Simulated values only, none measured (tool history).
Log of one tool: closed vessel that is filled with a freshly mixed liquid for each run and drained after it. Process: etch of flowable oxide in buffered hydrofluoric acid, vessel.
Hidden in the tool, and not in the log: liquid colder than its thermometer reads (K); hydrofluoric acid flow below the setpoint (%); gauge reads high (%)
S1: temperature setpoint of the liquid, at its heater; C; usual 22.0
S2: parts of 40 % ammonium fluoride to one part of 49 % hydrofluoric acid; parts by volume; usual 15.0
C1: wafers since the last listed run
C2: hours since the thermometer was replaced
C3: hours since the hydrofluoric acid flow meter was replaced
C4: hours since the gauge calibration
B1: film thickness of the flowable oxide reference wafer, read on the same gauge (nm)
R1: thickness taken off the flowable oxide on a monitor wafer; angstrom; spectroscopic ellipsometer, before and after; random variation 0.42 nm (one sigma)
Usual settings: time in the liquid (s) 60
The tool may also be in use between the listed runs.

Run 1, hour 0.0: usual settings; C1 0; C2 80.4; C3 1513.9; C4 1109.0; B1 150.01. Result: R1 904.7 angstrom.
Run 2, hour 58.8: usual settings; C1 8524; C2 139.2; C3 1572.7; C4 1167.8; B1 149.98. Result: R1 899.7 angstrom.
At hour 126.3: hydrofluoric acid flow meter replaced.
Run 3, hour 135.0: usual settings but S1 26.0 C; C1 10901; C2 215.4; C3 8.7; C4 1244.0; B1 150.01. Result: R1 1151.6 angstrom.
Run 4, hour 322.9: usual settings but S1 26.0 C; C1 27239; C2 403.3; C3 196.6; C4 1431.9; B1 150.02. Result: R1 1137.6 angstrom.
Run 5, hour 420.6: usual settings but S1 26.0 C; C1 14163; C2 501.0; C3 294.3; C4 1529.6; B1 150.02. Result: R1 1134.3 angstrom.
At hour 463.2: gauge calibrated.
Run 6, hour 486.5: usual settings; C1 9553; C2 566.9; C3 360.2; C4 23.3; B1 150.02. Result: R1 907.1 angstrom.
Run 7, hour 561.2: usual settings; C1 10829; C2 641.6; C3 434.9; C4 98.0; B1 150.00. Result: R1 911.0 angstrom.
Run 8, hour 623.1: usual settings; C1 8973; C2 703.5; C3 496.8; C4 159.9; B1 150.00. Result: R1 912.6 angstrom.
Run 9, hour 717.6: usual settings; C1 13699; C2 798.0; C3 591.3; C4 254.4; B1 150.02. Result: R1 906.3 angstrom.
Run 10, hour 824.9: usual settings; C1 15555; C2 905.3; C3 698.6; C4 361.7; B1 149.99. Result: R1 900.0 angstrom.
Run 11, hour 899.2: usual settings; C1 10771; C2 979.6; C3 772.9; C4 436.0; B1 149.99. Result: R1 891.7 angstrom.
At hour 967.4: thermometer replaced.
Run 12, hour 967.9: usual settings; C1 9814; C2 0.5; C3 841.6; C4 504.7; B1 150.00. Result: R1 911.2 angstrom.
Run 13, hour 1069.3: usual settings; C1 14699; C2 101.9; C3 943.0; C4 606.1; B1 150.00. Result: R1 904.4 angstrom.
Run 14, hour 1133.2: usual settings but S1 18.0 C, S2 13.0 parts by volume, time in the liquid (s) 30; C1 9263; C2 165.8; C3 1006.9; C4 670.0; B1 149.99. Result: R1 417.9 angstrom.
Run 15, hour 1208.4: usual settings but S2 17.5 parts by volume; C1 10901; C2 241.0; C3 1082.1; C4 745.2; B1 150.02. Result: R1 777.4 angstrom.
Run 16, hour 1300.3: usual settings; C1 13322; C2 332.9; C3 1174.0; C4 837.1; B1 150.00. Result: R1 905.9 angstrom.
Run 17, hour 1374.7: usual settings; C1 10785; C2 407.3; C3 1248.4; C4 911.5; B1 150.00. Result: R1 903.6 angstrom.
Run 18, hour 1413.9: usual settings; C1 5682; C2 446.5; C3 1287.6; C4 950.7; B1 150.03. Result: R1 893.0 angstrom.
At hour 1484.2: hydrofluoric acid flow meter replaced.
Run 19, hour 1490.3: usual settings but S1 24.5 C, S2 19.5 parts by volume, time in the liquid (s) 70; C1 10930; C2 522.9; C3 6.1; C4 1027.1; B1 150.00. Result: R1 955.7 angstrom.
Run 20, hour 1554.3: usual settings but S1 26.0 C, S2 9.5 parts by volume, time in the liquid (s) 80; C1 9277; C2 586.9; C3 70.1; C4 1091.1; B1 150.04. Result: R1 2344.5 angstrom.
Run 21, hour 1621.0: usual settings but S1 25.0 C; C1 9669; C2 653.6; C3 136.8; C4 1157.8; B1 150.00. Result: R1 1073.1 angstrom.
Run 22, hour 1669.8: usual settings; C1 7074; C2 702.4; C3 185.6; C4 1206.6; B1 150.00. Result: R1 918.6 angstrom.
Run 23, hour 1719.8: usual settings; C1 7248; C2 752.4; C3 235.6; C4 1256.6; B1 149.99. Result: R1 913.4 angstrom.
Run 24, hour 1759.4: usual settings; C1 5740; C2 792.0; C3 275.2; C4 1296.2; B1 150.00. Result: R1 909.7 angstrom.
Run 25, hour 1914.8: usual settings but S1 27.0 C, S2 12.0 parts by volume; C1 22528; C2 947.4; C3 430.6; C4 1451.6; B1 149.98. Result: R1 1481.5 angstrom.
Run 26, hour 1975.3: usual settings but S1 17.5 C, S2 18.5 parts by volume, time in the liquid (s) 40; C1 8770; C2 1007.9; C3 491.1; C4 1512.1; B1 149.98. Result: R1 380.7 angstrom.
At hour 2048.6: thermometer replaced.
Run 27, hour 2062.8: usual settings but S2 20.0 parts by volume; C1 12539; C2 14.2; C3 578.6; C4 1599.6; B1 150.04. Result: R1 697.0 angstrom.
At hour 2074.9: gauge calibrated.
Run 28, hour 2121.7: usual settings but S2 20.0 parts by volume, time in the liquid (s) 45; C1 8538; C2 73.1; C3 637.5; C4 46.8; B1 150.02. Result: R1 521.5 angstrom.
Run 29, hour 2183.6: usual settings; C1 8973; C2 135.0; C3 699.4; C4 108.7; B1 149.99. Result: R1 912.0 angstrom.
Run 30, hour 2288.8: usual settings but S1 17.5 C, S2 10.5 parts by volume; C1 15250; C2 240.2; C3 804.6; C4 213.9; B1 150.01. Result: R1 998.9 angstrom.
Run 31, hour 2396.0: usual settings but S1 20.5 C, S2 11.5 parts by volume, time in the liquid (s) 70; C1 15540; C2 347.4; C3 911.8; C4 321.1; B1 149.99. Result: R1 1263.9 angstrom.
Run 32, hour 2475.0: usual settings but S1 18.0 C, S2 17.5 parts by volume, time in the liquid (s) 90; C1 11452; C2 426.4; C3 990.8; C4 400.1; B1 150.02. Result: R1 928.4 angstrom.
Run 33, hour 2557.1: usual settings; C1 11901; C2 508.5; C3 1072.9; C4 482.2; B1 149.99. Result: R1 901.3 angstrom.

4 ways to go on from here, each from the tool as it stands after run 33. What would each give?
Run A, hour 2557.8: usual settings; C1 101; C2 509.2; C3 1073.6; C4 482.9; B1 ?. Result: R1 ?.
Run B, hour 2557.8: usual settings but S1 23.5 C, S2 10.5 parts by volume, time in the liquid (s) 80; C1 101; C2 509.2; C3 1073.6; C4 482.9; B1 ?. Result: R1 ?.
Run C, hour 2557.8: usual settings but S1 19.5 C, time in the liquid (s) 40; C1 101; C2 509.2; C3 1073.6; C4 482.9; B1 ?. Result: R1 ?.
Run D, hour 2557.8: usual settings but S1 26.5 C, S2 20.5 parts by volume, time in the liquid (s) 40; C1 101; C2 509.2; C3 1073.6; C4 482.9; B1 ?. Result: R1 ?.

run      B1      R1
  A  150.00   901.6
  B  150.00  1851.6
  C  150.00   522.7
  D  150.00   573.5
Without the tool's hidden state the same runs would have given:
run      R1
  A   935.0
  B  1919.6
  C   542.2
  D   590.3

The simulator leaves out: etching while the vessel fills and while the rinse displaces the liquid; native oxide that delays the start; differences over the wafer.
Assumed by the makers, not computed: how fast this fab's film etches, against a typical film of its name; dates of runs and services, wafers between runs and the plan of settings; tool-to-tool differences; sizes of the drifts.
